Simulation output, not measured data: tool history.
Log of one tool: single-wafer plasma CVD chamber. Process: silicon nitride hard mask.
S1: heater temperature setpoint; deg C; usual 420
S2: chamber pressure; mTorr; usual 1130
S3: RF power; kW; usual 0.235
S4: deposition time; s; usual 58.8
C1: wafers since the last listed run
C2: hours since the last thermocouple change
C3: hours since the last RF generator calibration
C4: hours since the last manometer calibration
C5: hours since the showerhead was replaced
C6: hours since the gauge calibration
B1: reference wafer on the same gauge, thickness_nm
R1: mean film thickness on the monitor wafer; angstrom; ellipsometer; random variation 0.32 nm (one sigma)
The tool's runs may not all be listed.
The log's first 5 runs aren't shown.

-- hour=118.4 thermocouple changed; heater temperature recalibrated
run 6 hour=118.9 | S1=420 S2=1130 S3=0.235 S4=58.8 | C1=622 C2=0.5 C3=1895.0 C4=567.8 C5=34.1 C6=1318.2 | B1=60.232 | R1=514.19
run 7 hour=142.6 | S1=420 S2=1130 S3=0.235 S4=58.8 | C1=575 C2=24.2 C3=1918.7 C4=591.5 C5=57.8 C6=1341.9 | B1=60.275 | R1=515.88
run 8 hour=166.1 | S1=420 S2=1130 S3=0.235 S4=58.8 | C1=571 C2=47.7 C3=1942.2 C4=615.0 C5=81.3 C6=1365.4 | B1=60.197 | R1=516.45
-- hour=187.6 gauge calibrated
run 9 hour=192.6 | S1=420 S2=1130 S3=0.235 S4=58.8 | C1=643 C2=74.2 C3=1968.7 C4=641.5 C5=107.8 C6=5.0 | B1=60.132 | R1=513.27
run 10 hour=215.0 | S1=420 S2=1130 S3=0.235 S4=58.8 | C1=544 C2=96.6 C3=1991.1 C4=663.9 C5=130.2 C6=27.4 | B1=60.254 | R1=520.92
run 11 hour=236.7 | S1=420 S2=1130 S3=0.235 S4=58.8 | C1=527 C2=118.3 C3=2012.8 C4=685.6 C5=151.9 C6=49.1 | B1=60.154 | R1=521.02
run 12 hour=260.1 | S1=420 S2=1130 S3=0.235 S4=52.9 | C1=568 C2=141.7 C3=2036.2 C4=709.0 C5=175.3 C6=72.5 | B1=60.199 | R1=465.71
run 13 hour=286.0 | S1=425 S2=1360 S3=0.235 S4=65.1 | C1=629 C2=167.6 C3=2062.1 C4=734.9 C5=201.2 C6=98.4 | B1=60.267 | R1=599.49
run 14 hour=308.0 | S1=420 S2=980 S3=0.235 S4=67.2 | C1=534 C2=189.6 C3=2084.1 C4=756.9 C5=223.2 C6=120.4 | B1=60.170 | R1=566.42
run 15 hour=322.6 | S1=406 S2=1280 S3=0.270 S4=66.9 | C1=354 C2=204.2 C3=2098.7 C4=771.5 C5=237.8 C6=135.0 | B1=60.223 | R1=678.08
run 16 hour=356.7 | S1=420 S2=1130 S3=0.235 S4=58.8 | C1=828 C2=238.3 C3=2132.8 C4=805.6 C5=271.9 C6=169.1 | B1=60.193 | R1=512.56
run 17 hour=391.0 | S1=420 S2=1320 S3=0.250 S4=58.8 | C1=833 C2=272.6 C3=2167.1 C4=839.9 C5=306.2 C6=203.4 | B1=60.192 | R1=567.25
run 18 hour=407.2 | S1=420 S2=980 S3=0.235 S4=58.8 | C1=393 C2=288.8 C3=2183.3 C4=856.1 C5=322.4 C6=219.6 | B1=60.182 | R1=490.17
run 19 hour=437.2 | S1=410 S2=1310 S3=0.235 S4=58.8 | C1=729 C2=318.8 C3=2213.3 C4=886.1 C5=352.4 C6=249.6 | B1=60.252 | R1=540.54
run 20 hour=471.2 | S1=420 S2=1130 S3=0.235 S4=61.8 | C1=826 C2=352.8 C3=2247.3 C4=920.1 C5=386.4 C6=283.6 | B1=60.226 | R1=539.54
run 21 hour=502.7 | S1=434 S2=1130 S3=0.235 S4=58.8 | C1=765 C2=384.3 C3=2278.8 C4=951.6 C5=417.9 C6=315.1 | B1=60.223 | R1=513.10
-- hour=526.8 capacitance manometer re-zeroed and calibrated
run 22 hour=527.3 | S1=420 S2=1130 S3=0.235 S4=58.8 | C1=403 C2=408.9 C3=2303.4 C4=0.5 C5=442.5 C6=339.7 | B1=60.300 | R1=517.16
-- hour=535.7 RF generator calibrated
run 23 hour=546.7 | S1=434 S2=1410 S3=0.270 S4=49.4 | C1=277 C2=428.3 C3=11.0 C4=19.9 C5=461.9 C6=359.1 | B1=60.198 | R1=530.95
run 24 hour=559.6 | S1=420 S2=1130 S3=0.235 S4=58.8 | C1=313 C2=441.2 C3=23.9 C4=32.8 C5=474.8 C6=372.0 | B1=60.236 | R1=545.16
run 25 hour=597.4 | S1=420 S2=1130 S3=0.235 S4=67.2 | C1=918 C2=479.0 C3=61.7 C4=70.6 C5=512.6 C6=409.8 | B1=60.154 | R1=617.64
run 26 hour=610.7 | S1=420 S2=1130 S3=0.235 S4=58.8 | C1=323 C2=492.3 C3=75.0 C4=83.9 C5=525.9 C6=423.1 | B1=60.226 | R1=535.76
run 27 hour=639.3 | S1=410 S2=1130 S3=0.235 S4=58.8 | C1=695 C2=520.9 C3=103.6 C4=112.5 C5=554.5 C6=451.7 | B1=60.224 | R1=544.68
run 28 hour=716.4 | S1=407 S2=1130 S3=0.235 S4=58.8 | C1=1873 C2=598.0 C3=180.7 C4=189.6 C5=631.6 C6=528.8 | B1=60.158 | R1=532.78
run 29 hour=739.1 | S1=430 S2=1130 S3=0.235 S4=58.8 | C1=551 C2=620.7 C3=203.4 C4=212.3 C5=654.3 C6=551.5 | B1=60.203 | R1=525.81
run 30 hour=756.3 | S1=427 S2=1270 S3=0.235 S4=67.3 | C1=417 C2=637.9 C3=220.6 C4=229.5 C5=671.5 C6=568.7 | B1=60.283 | R1=624.96

3 ways to go on from here, each from the tool as it stands after run 30. What would each give?
run A hour=756.7 | S1=420 S2=1130 S3=0.235 S4=58.8 | C1=9 C2=638.3 C3=221.0 C4=229.9 C5=671.9 C6=569.1 | B1=? | R1=?
run B hour=756.7 | S1=428 S2=1340 S3=0.235 S4=53.0 | C1=9 C2=638.3 C3=221.0 C4=229.9 C5=671.9 C6=569.1 | B1=? | R1=?
run C hour=756.7 | S1=420 S2=1130 S3=0.235 S4=53.4 | C1=9 C2=638.3 C3=221.0 C4=229.9 C5=671.9 C6=569.1 | B1=? | R1=?

run=A B1=60.206 R1=535.15
run=B B1=60.206 R1=505.17
run=C B1=60.206 R1=486.09
Without the tool's hidden state the same runs would have given:
run=A R1=548.98
run=B R1=518.22
run=C R1=498.65
